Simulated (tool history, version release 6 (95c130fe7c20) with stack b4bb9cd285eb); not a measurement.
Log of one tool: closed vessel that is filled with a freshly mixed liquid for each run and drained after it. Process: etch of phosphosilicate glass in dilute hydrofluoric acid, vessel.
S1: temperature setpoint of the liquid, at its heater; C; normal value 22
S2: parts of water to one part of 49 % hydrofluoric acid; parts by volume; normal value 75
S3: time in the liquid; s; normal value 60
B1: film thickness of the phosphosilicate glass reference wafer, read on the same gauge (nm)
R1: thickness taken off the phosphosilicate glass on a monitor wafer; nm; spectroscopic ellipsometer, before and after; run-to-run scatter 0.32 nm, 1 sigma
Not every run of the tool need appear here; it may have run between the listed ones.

run,day,S1,S2,S3,B1,R1
1,0,22,75,60,40.02,44.4
2,4.1,22,75,60,40,44.64
3,8.458,22,75,60,40.03,45.23
# day 10.883: thermometer replaced
4,12.425,22,75,60,39.99,42.36
5,14.825,22,75,60,39.98,42.92
6,17.362,22,75,60,39.99,43.32
7,19.496,22,75,60,39.99,43.41
8,22.433,22,85,60,40.01,37.76
9,24.725,22,85,60,39.99,38
10,26.558,24,75,60,39.99,47.54
# day 27.283: hydrofluoric acid flow meter replaced
11,29.221,22,45,60,39.99,75.27
12,31.525,22,45,60,40.01,77.07
13,34.821,22,45,60,39.98,78.24
# day 35.929: gauge calibrated
14,36.979,22,75,60,40.03,44.67
# day 38.554: thermometer replaced
15,39.429,22,75,60,40.01,42.44
16,42.483,22,75,60,40,42.91
17,54.45,20.5,75,60,39.98,41.44
18,58.183,22,105,85,40.04,43.73
19,60.604,18.5,45,45,40.03,50.1
20,62.379,26.5,65,85,39.97,88.97
# day 68.362: thermometer replaced
21,69.617,22,110,60,40.04,28
22,74.038,20,60,70,40.03,58.23
23,78.375,27,60,70,40.02,79.73
24,81.171,22,75,60,40.02,44.2
# day 83.725: hydrofluoric acid flow meter replaced
25,86.162,22,45,90,40.02,116.73
26,90.2,22,75,60,39.99,45.4
27,91.862,22,60,60,39.99,57.42
# day 95.675: gauge calibrated
28,96.742,22,75,60,40.03,45.71
29,98.362,22,75,80,39.99,60.85
# day 101.342: thermometer replaced
30,102.158,22,75,60,39.99,42.68
31,104.242,22,40,60,39.98,84.67
32,106.783,22,75,30,40.01,21.58

Some steps in R1, run to run, broken into two amounts with sign: the step expected even without the hidden condition (settings, incoming material, random variation), and the rest, left for the hidden condition together with whatever gauge scatter is not in both the measured and the hidden-condition-free result:
Unlogged tool condition in this case: liquid hotter than its thermometer reads (K); hydrofluoric acid flow above the setpoint (%); gauge reads high (%).
Run 20 -> 21: S1 26.5 -> 22, S2 65 -> 110, S3 85 -> 60, thermometer replaced. R1 -60.97 nm: hidden state -4.73, all else -56.24.
Run 24 -> 25: S2 75 -> 45, S3 60 -> 90, hydrofluoric acid flow meter replaced. R1 +72.53 nm: hidden state +4.1, all else +68.43.
Run 25 -> 26: S2 45 -> 75, S3 90 -> 60. R1 -71.33 nm: hidden state -3.16, all else -68.17.
Run 29 -> 30: S3 80 -> 60, thermometer replaced. R1 -18.17 nm: hidden state -3.94, all else -14.23.
Run 31 -> 32: S2 40 -> 75, S3 60 -> 30. R1 -63.09 nm: hidden state -1.06, all else -62.03.
